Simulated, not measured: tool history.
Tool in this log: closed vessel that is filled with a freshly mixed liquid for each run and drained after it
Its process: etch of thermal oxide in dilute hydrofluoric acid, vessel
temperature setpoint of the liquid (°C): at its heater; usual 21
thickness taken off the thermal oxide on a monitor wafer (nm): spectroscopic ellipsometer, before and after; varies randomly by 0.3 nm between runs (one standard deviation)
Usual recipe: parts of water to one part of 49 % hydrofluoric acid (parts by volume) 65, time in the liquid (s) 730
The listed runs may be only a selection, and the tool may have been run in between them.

run	hour	temperature setpoint of the liquid (°C)	parts of water to one part of 49 % hydrofluoric acid (parts by volume)	time in the liquid (s)	read-back film thickness of the thermal oxide reference wafer, read on the same gauge (nm)	thickness taken off the thermal oxide on a monitor wafer (nm)
1	0	21	65	1005	50.01	68.65
2	66.7	21	80	730	49.98	39.96
3	100.6	21	80	730	50.01	39.99
4	124.9	21	80	730	50.04	39.9
5	179.3	21	65	730	49.97	50.31
6	247	21	65	730	49.98	49.73
# hour 281.4: thermometer replaced
# hour 301.3: hydrofluoric acid flow meter replaced
7	306.3	21	65	1080	50.03	69.33
8	364.8	21	65	1080	50.06	68.52
9	428.8	21	65	730	49.97	46.26
# hour 470: thermometer replaced, repeated, since the last time left the tool worse
10	470.5	21	65	730	49.98	52.65
11	504.3	21	65	1155	49.98	83.08
12	562.9	21	65	1085	49.98	78.33
13	590.4	17	65	1110	49.99	67.76
14	660.6	21	65	1005	50.01	73.08
15	703.9	21	65	1005	50.04	72.48
# hour 722.5: gauge calibrated
16	765	26	80	565	49.99	39.44
17	800.4	17	95	920	50.01	37.06
18	854.1	21	65	530	50	38.13
19	884.3	23.5	45	965	50.02	113.61
20	936.1	21	40	730	50.02	88.04

What if the next run were any one of these 3? Each begins from the tool's condition after run 20:
A	937	21	65	540	?	?
B	937	18.5	65	730	?	?
C	937	17.5	75	1015	?	?

run	read-back film thickness of the thermal oxide reference wafer, read on the same gauge (nm)	thickness taken off the thermal oxide on a monitor wafer (nm)
A	49.98	38.88
B	49.98	47.28
C	49.98	54
With the hidden condition removed and each run's random variation left untouched, the same runs would have given:
run	thickness taken off the thermal oxide on a monitor wafer (nm)
A	39.61
B	48.2
C	55.04

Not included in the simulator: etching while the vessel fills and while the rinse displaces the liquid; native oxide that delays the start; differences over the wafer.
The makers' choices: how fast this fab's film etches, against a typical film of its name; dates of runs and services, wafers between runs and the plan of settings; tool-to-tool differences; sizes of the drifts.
